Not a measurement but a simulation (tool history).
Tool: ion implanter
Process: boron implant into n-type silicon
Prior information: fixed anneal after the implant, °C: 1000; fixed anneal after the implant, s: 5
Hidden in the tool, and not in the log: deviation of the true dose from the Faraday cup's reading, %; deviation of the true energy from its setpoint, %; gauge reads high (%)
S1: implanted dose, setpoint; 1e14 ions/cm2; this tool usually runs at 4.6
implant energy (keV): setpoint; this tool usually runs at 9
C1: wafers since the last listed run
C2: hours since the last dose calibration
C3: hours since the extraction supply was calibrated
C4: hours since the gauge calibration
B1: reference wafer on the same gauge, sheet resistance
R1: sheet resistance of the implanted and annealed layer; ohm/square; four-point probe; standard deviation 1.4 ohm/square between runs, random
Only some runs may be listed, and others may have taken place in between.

run 1 day=0 | S1=4.6 implant_energy_(keV)=7 | C1=0 C2=299.5 C3=5882.5 C4=204.4 | B1=230.74 | R1=256.59
run 2 day=0.908 | S1=4.6 implant_energy_(keV)=7 | C1=394 C2=321.3 C3=5904.3 C4=226.2 | B1=231.15 | R1=256.17
run 3 day=3.383 | S1=4.6 implant_energy_(keV)=9 | C1=1074 C2=380.7 C3=5963.7 C4=285.6 | B1=231 | R1=249.21
run 4 day=5.992 | S1=4.6 implant_energy_(keV)=9 | C1=1132 C2=443.3 C3=6026.3 C4=348.2 | B1=230.97 | R1=252.2
run 5 day=6.721 | S1=4.6 implant_energy_(keV)=9 | C1=316 C2=460.8 C3=6043.8 C4=365.7 | B1=230.78 | R1=250.45
run 6 day=7.338 | S1=4.6 implant_energy_(keV)=9 | C1=267 C2=475.6 C3=6058.6 C4=380.5 | B1=231.12 | R1=251.5
run 7 day=8.438 | S1=4.6 implant_energy_(keV)=9 | C1=477 C2=502 C3=6085 C4=406.9 | B1=231.17 | R1=248.34
run 8 day=9.038 | S1=4.6 implant_energy_(keV)=7.5 | C1=260 C2=516.4 C3=6099.4 C4=421.3 | B1=231.29 | R1=257.44
run 9 day=12.371 | S1=4.6 implant_energy_(keV)=7.5 | C1=1447 C2=596.4 C3=6179.4 C4=501.3 | B1=231.17 | R1=256.53
run 10 day=13.15 | S1=4.6 implant_energy_(keV)=7.5 | C1=338 C2=615.1 C3=6198.1 C4=520 | B1=231.14 | R1=256.88
run 11 day=13.833 | S1=4.6 implant_energy_(keV)=9 | C1=296 C2=631.5 C3=6214.5 C4=536.4 | B1=230.93 | R1=250.8
run 12 day=14.95 | S1=4.6 implant_energy_(keV)=9 | C1=484 C2=658.3 C3=6241.3 C4=563.2 | B1=230.98 | R1=252.9
run 13 day=16.15 | S1=4.6 implant_energy_(keV)=9 | C1=521 C2=687.1 C3=6270.1 C4=592 | B1=230.95 | R1=253.34
-- day=16.783 Faraday cup replaced and dose calibrated
run 14 day=16.842 | S1=4.6 implant_energy_(keV)=9 | C1=155 C2=1.4 C3=6286.7 C4=608.6 | B1=231.04 | R1=250.36
run 15 day=17.512 | S1=4.6 implant_energy_(keV)=9 | C1=291 C2=17.5 C3=6302.8 C4=624.7 | B1=231.16 | R1=250.95
run 16 day=20.742 | S1=5.26 implant_energy_(keV)=9 | C1=1402 C2=95 C3=6380.3 C4=702.2 | B1=231.25 | R1=224.7
run 17 day=22.008 | S1=4.6 implant_energy_(keV)=9 | C1=550 C2=125.4 C3=6410.7 C4=732.6 | B1=231.05 | R1=249.52
run 18 day=23.292 | S1=4.6 implant_energy_(keV)=9 | C1=557 C2=156.2 C3=6441.5 C4=763.4 | B1=231.1 | R1=252.26
run 19 day=24.638 | S1=4.6 implant_energy_(keV)=9 | C1=584 C2=188.5 C3=6473.8 C4=795.7 | B1=230.84 | R1=249.84
-- day=25.083 gauge calibrated
run 20 day=25.154 | S1=5.44 implant_energy_(keV)=11 | C1=224 C2=200.9 C3=6486.2 C4=1.7 | B1=230.9 | R1=217.24
-- day=25.683 extraction supply calibrated
run 21 day=26.154 | S1=3.63 implant_energy_(keV)=9 | C1=289 C2=224.9 C3=11.3 C4=25.7 | B1=230.89 | R1=307.5
run 22 day=27.642 | S1=4.6 implant_energy_(keV)=9 | C1=646 C2=260.6 C3=47 C4=61.4 | B1=230.95 | R1=251.65
run 23 day=28.688 | S1=3.53 implant_energy_(keV)=12 | C1=454 C2=285.7 C3=72.1 C4=86.5 | B1=231.14 | R1=308.44
run 24 day=29.425 | S1=5.86 implant_energy_(keV)=11.5 | C1=320 C2=303.4 C3=89.8 C4=104.2 | B1=230.92 | R1=201.19
run 25 day=30.808 | S1=5.63 implant_energy_(keV)=11.5 | C1=600 C2=336.6 C3=123 C4=137.4 | B1=230.95 | R1=209.73
run 26 day=31.871 | S1=4.6 implant_energy_(keV)=9 | C1=461 C2=362.1 C3=148.5 C4=162.9 | B1=231.16 | R1=252.46
run 27 day=32.929 | S1=5.62 implant_energy_(keV)=7.5 | C1=459 C2=387.5 C3=173.9 C4=188.3 | B1=230.89 | R1=222.01
run 28 day=33.546 | S1=3.68 implant_energy_(keV)=9 | C1=267 C2=402.3 C3=188.7 C4=203.1 | B1=230.86 | R1=308.67
run 29 day=34.408 | S1=5.27 implant_energy_(keV)=7.5 | C1=374 C2=423 C3=209.4 C4=223.8 | B1=230.9 | R1=230.33
run 30 day=35.392 | S1=3.33 implant_energy_(keV)=11.5 | C1=427 C2=446.6 C3=233 C4=247.4 | B1=231.11 | R1=328.42
run 31 day=36.454 | S1=4 implant_energy_(keV)=9 | C1=461 C2=472.1 C3=258.5 C4=272.9 | B1=231 | R1=285.99
run 32 day=37.917 | S1=4.6 implant_energy_(keV)=9 | C1=635 C2=507.2 C3=293.6 C4=308 | B1=230.86 | R1=255.92
run 33 day=39.225 | S1=5.92 implant_energy_(keV)=7.5 | C1=568 C2=538.6 C3=325 C4=339.4 | B1=230.9 | R1=214.1
run 34 day=40.212 | S1=5.62 implant_energy_(keV)=7.5 | C1=428 C2=562.3 C3=348.7 C4=363.1 | B1=230.66 | R1=219.91
run 35 day=41.275 | S1=4.6 implant_energy_(keV)=7.5 | C1=461 C2=587.8 C3=374.2 C4=388.6 | B1=231.05 | R1=258.34
run 36 day=42 | S1=5.51 implant_energy_(keV)=11 | C1=314 C2=605.2 C3=391.6 C4=406 | B1=231.04 | R1=216.12

Alternative continuations, all from the tool just after run 36; predict every row:
run A day=42.017 | S1=4.6 implant_energy_(keV)=10.5 | C1=7 C2=605.6 C3=392 C4=406.4 | B1=? | R1=?
run B day=42.017 | S1=3.52 implant_energy_(keV)=6.5 | C1=7 C2=605.6 C3=392 C4=406.4 | B1=? | R1=?
run C day=42.017 | S1=3.76 implant_energy_(keV)=11.5 | C1=7 C2=605.6 C3=392 C4=406.4 | B1=? | R1=?
run D day=42.017 | S1=3.39 implant_energy_(keV)=9 | C1=7 C2=605.6 C3=392 C4=406.4 | B1=? | R1=?
run E day=42.017 | S1=4.21 implant_energy_(keV)=10.5 | C1=7 C2=605.6 C3=392 C4=406.4 | B1=? | R1=?

run=A B1=230.86 R1=250.7
run=B B1=230.86 R1=332.78
run=C B1=230.86 R1=295.28
run=D B1=230.86 R1=331.02
run=E B1=230.86 R1=270.3
Without the tool's unlogged condition, the same runs would have read:
run=A R1=240.88
run=B R1=319.3
run=C R1=283.63
run=D R1=317.6
run=E R1=259.57
